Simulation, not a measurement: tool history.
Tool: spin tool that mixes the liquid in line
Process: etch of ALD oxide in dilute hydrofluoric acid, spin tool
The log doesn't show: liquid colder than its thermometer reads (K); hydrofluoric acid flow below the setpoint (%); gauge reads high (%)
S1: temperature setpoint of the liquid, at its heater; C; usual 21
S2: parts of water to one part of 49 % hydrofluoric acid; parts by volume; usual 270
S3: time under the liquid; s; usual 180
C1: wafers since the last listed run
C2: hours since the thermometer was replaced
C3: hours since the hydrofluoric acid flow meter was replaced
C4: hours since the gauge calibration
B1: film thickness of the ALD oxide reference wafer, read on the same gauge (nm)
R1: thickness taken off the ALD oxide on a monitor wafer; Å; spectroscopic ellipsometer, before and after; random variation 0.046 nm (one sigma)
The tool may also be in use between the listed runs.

run 1 hour=0 | S1=21 S2=270 S3=180 | C1=0 C2=299.6 C3=2001.9 C4=14.4 | B1=90.017 | R1=48.33
run 2 hour=14 | S1=21 S2=200 S3=180 | C1=64 C2=313.6 C3=2015.9 C4=28.4 | B1=90.026 | R1=70.69
run 3 hour=21.8 | S1=21 S2=200 S3=180 | C1=36 C2=321.4 C3=2023.7 C4=36.2 | B1=89.993 | R1=71.14
run 4 hour=36.4 | S1=21 S2=200 S3=180 | C1=67 C2=336 C3=2038.3 C4=50.8 | B1=90.025 | R1=70.29
run 5 hour=44.9 | S1=19.5 S2=270 S3=180 | C1=39 C2=344.5 C3=2046.8 C4=59.3 | B1=89.943 | R1=46.07
run 6 hour=60.4 | S1=19.5 S2=270 S3=180 | C1=71 C2=360 C3=2062.3 C4=74.8 | B1=89.984 | R1=46.09
run 7 hour=74.8 | S1=21 S2=270 S3=180 | C1=66 C2=374.4 C3=2076.7 C4=89.2 | B1=90.017 | R1=48.22
-- hour=82.9 hydrofluoric acid flow meter replaced
run 8 hour=92.6 | S1=22 S2=270 S3=180 | C1=77 C2=392.2 C3=9.7 C4=107 | B1=90.02 | R1=50.21
run 9 hour=104.7 | S1=22 S2=270 S3=180 | C1=56 C2=404.3 C3=21.8 C4=119.1 | B1=89.945 | R1=49.88
run 10 hour=116.3 | S1=21 S2=270 S3=180 | C1=53 C2=415.9 C3=33.4 C4=130.7 | B1=90.01 | R1=48.44
run 11 hour=131.4 | S1=19.5 S2=345 S3=115 | C1=69 C2=431 C3=48.5 C4=145.8 | B1=89.991 | R1=21.75
run 12 hour=145.7 | S1=21 S2=270 S3=180 | C1=66 C2=445.3 C3=62.8 C4=160.1 | B1=90.069 | R1=47.88
run 13 hour=152.2 | S1=21 S2=170 S3=180 | C1=30 C2=451.8 C3=69.3 C4=166.6 | B1=90.013 | R1=84.7
run 14 hour=164.7 | S1=23 S2=270 S3=230 | C1=57 C2=464.3 C3=81.8 C4=179.1 | B1=90.032 | R1=65.28
-- hour=172 thermometer replaced
run 15 hour=178.9 | S1=24.5 S2=355 S3=240 | C1=61 C2=6.9 C3=96 C4=193.3 | B1=89.996 | R1=49.26
run 16 hour=192.2 | S1=21 S2=185 S3=145 | C1=61 C2=20.2 C3=109.3 C4=206.6 | B1=90.001 | R1=57.48
-- hour=196.3 gauge calibrated
run 17 hour=203.3 | S1=21 S2=270 S3=180 | C1=51 C2=31.3 C3=120.4 C4=7 | B1=90.027 | R1=45.28
-- hour=213.8 thermometer replaced, repeated, since the last time left the tool worse
run 18 hour=220.4 | S1=23 S2=270 S3=260 | C1=74 C2=6.6 C3=137.5 C4=24.1 | B1=90.05 | R1=78.06
run 19 hour=262 | S1=21 S2=270 S3=180 | C1=192 C2=48.2 C3=179.1 C4=65.7 | B1=90.006 | R1=50.65

Measured less the same run without the tool's hidden state. The same run-to-run variation is in both; the gauge's scatter may not be:
run=1 R1=-1.94
run=2 R1=-3.08
run=3 R1=-3.18
run=4 R1=-3.26
run=5 R1=-2.15
run=6 R1=-2.24
run=7 R1=-2.37
run=8 R1=-2.56
run=9 R1=-2.6
run=10 R1=-2.63
run=11 R1=-1.2
run=12 R1=-2.77
run=13 R1=-5.27
run=14 R1=-3.84
run=15 R1=-5.57
run=16 R1=-7.66
run=17 R1=-5.8
run=18 R1=-0.08
run=19 R1=-0.28
